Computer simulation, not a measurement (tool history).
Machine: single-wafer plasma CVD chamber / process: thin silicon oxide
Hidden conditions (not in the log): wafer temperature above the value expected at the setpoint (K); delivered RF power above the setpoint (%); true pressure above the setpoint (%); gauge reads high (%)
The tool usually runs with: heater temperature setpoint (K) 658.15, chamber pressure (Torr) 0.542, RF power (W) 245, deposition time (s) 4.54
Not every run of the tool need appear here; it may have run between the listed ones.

| run | hour | heater temperature setpoint (K) | chamber pressure (Torr) | RF power (W) | deposition time (s) | wafers since the last listed run | hours since the last thermocouple change | hours since the last RF generator calibration | hours since the last manometer calibration | hours since the showerhead was replaced | hours since the gauge calibration | read-back reference wafer on the same gauge, thickness_nm | mean film thickness on the monitor wafer (nm) |
|---|---|---|---|---|---|---|---|---|---|---|---|---|---|
| 1 | 0.0 | 658.15 | 0.542 | 245 | 4.54 | 0 | 1407.5 | 406.5 | 1303.2 | 3363.9 | 448.1 | 4.521 | 5.927 |
|  | 5.2 | thermocouple changed; heater temperature recalibrated |
| 2 | 56.1 | 658.15 | 0.542 | 245 | 4.54 | 1583 | 50.9 | 462.6 | 1359.3 | 3420.0 | 504.2 | 4.513 | 5.968 |
| 3 | 156.9 | 658.15 | 0.542 | 245 | 4.54 | 3135 | 151.7 | 563.4 | 1460.1 | 3520.8 | 605.0 | 4.517 | 5.918 |
| 4 | 250.3 | 658.15 | 0.542 | 245 | 4.54 | 2905 | 245.1 | 656.8 | 1553.5 | 3614.2 | 698.4 | 4.518 | 5.974 |
| 5 | 318.1 | 658.15 | 0.542 | 245 | 4.54 | 2109 | 312.9 | 724.6 | 1621.3 | 3682.0 | 766.2 | 4.516 | 5.991 |
| 6 | 362.8 | 658.15 | 0.542 | 245 | 4.54 | 1390 | 357.6 | 769.3 | 1666.0 | 3726.7 | 810.9 | 4.520 | 6.008 |
| 7 | 411.2 | 658.15 | 0.542 | 245 | 4.54 | 1505 | 406.0 | 817.7 | 1714.4 | 3775.1 | 859.3 | 4.514 | 5.893 |
|  | 448.6 | RF generator calibrated |
| 8 | 515.5 | 658.15 | 0.601 | 245 | 4.54 | 2995 | 510.3 | 66.9 | 1818.7 | 3879.4 | 963.6 | 4.526 | 6.576 |
| 9 | 558.4 | 658.15 | 0.601 | 245 | 4.54 | 1334 | 553.2 | 109.8 | 1861.6 | 3922.3 | 1006.5 | 4.533 | 6.591 |
|  | 665.9 | gauge calibrated |
| 10 | 676.9 | 658.15 | 0.601 | 245 | 4.54 | 3686 | 671.7 | 228.3 | 1980.1 | 4040.8 | 11.0 | 4.506 | 6.659 |
| 11 | 764.4 | 658.15 | 0.542 | 245 | 4.54 | 2722 | 759.2 | 315.8 | 2067.6 | 4128.3 | 98.5 | 4.519 | 6.039 |
| 12 | 804.9 | 658.15 | 0.643 | 245 | 4.54 | 1259 | 799.7 | 356.3 | 2108.1 | 4168.8 | 139.0 | 4.524 | 7.095 |
|  | 821.2 | capacitance manometer re-zeroed and calibrated |
| 13 | 884.9 | 658.15 | 0.486 | 215 | 4.17 | 2239 | 879.7 | 436.3 | 63.7 | 4248.8 | 219.0 | 4.507 | 4.492 |
|  | 1136.8 | RF generator calibrated |
|  | 1144.4 | showerhead replaced |
| 14 | 1179.4 | 665.15 | 0.542 | 245 | 3.74 | 8676 | 1174.2 | 42.6 | 358.2 | 35.0 | 513.5 | 4.518 | 4.772 |
| 15 | 1280.9 | 658.15 | 0.542 | 285 | 4.54 | 3157 | 1275.7 | 144.1 | 459.7 | 136.5 | 615.0 | 4.533 | 6.158 |
|  | 1296.9 | thermocouple changed; heater temperature recalibrated |
| 16 | 1329.9 | 669.15 | 0.468 | 200 | 5.34 | 1275 | 33.0 | 193.1 | 508.7 | 185.5 | 664.0 | 4.519 | 5.485 |
| 17 | 1382.1 | 649.15 | 0.469 | 225 | 3.98 | 1623 | 85.2 | 245.3 | 560.9 | 237.7 | 716.2 | 4.517 | 4.376 |
| 18 | 1427.4 | 668.15 | 0.470 | 275 | 3.87 | 1409 | 130.5 | 290.6 | 606.2 | 283.0 | 761.5 | 4.532 | 4.548 |
| 19 | 1502.7 | 658.15 | 0.542 | 245 | 4.54 | 2342 | 205.8 | 365.9 | 681.5 | 358.3 | 836.8 | 4.521 | 5.949 |
| 20 | 1538.9 | 658.15 | 0.417 | 245 | 4.77 | 1126 | 242.0 | 402.1 | 717.7 | 394.5 | 873.0 | 4.520 | 4.804 |
| 21 | 1593.7 | 658.15 | 0.440 | 245 | 5.39 | 1704 | 296.8 | 456.9 | 772.5 | 449.3 | 927.8 | 4.513 | 5.786 |
| 22 | 1643.6 | 658.15 | 0.542 | 245 | 4.54 | 1552 | 346.7 | 506.8 | 822.4 | 499.2 | 977.7 | 4.519 | 5.995 |

What does the tool deliver on the next run?
| 23 | 1744.1 | 658.15 | 0.639 | 225 | 4.54 | 3126 | 447.2 | 607.3 | 922.9 | 599.7 | 1078.2 | ? | ? |

Run 23 came out at read-back reference wafer on the same gauge, thickness_nm 4.523, mean film thickness on the monitor wafer (nm) 6.885.
With no hidden state in the tool, this same run would have given mean film thickness on the monitor wafer (nm) 6.449.
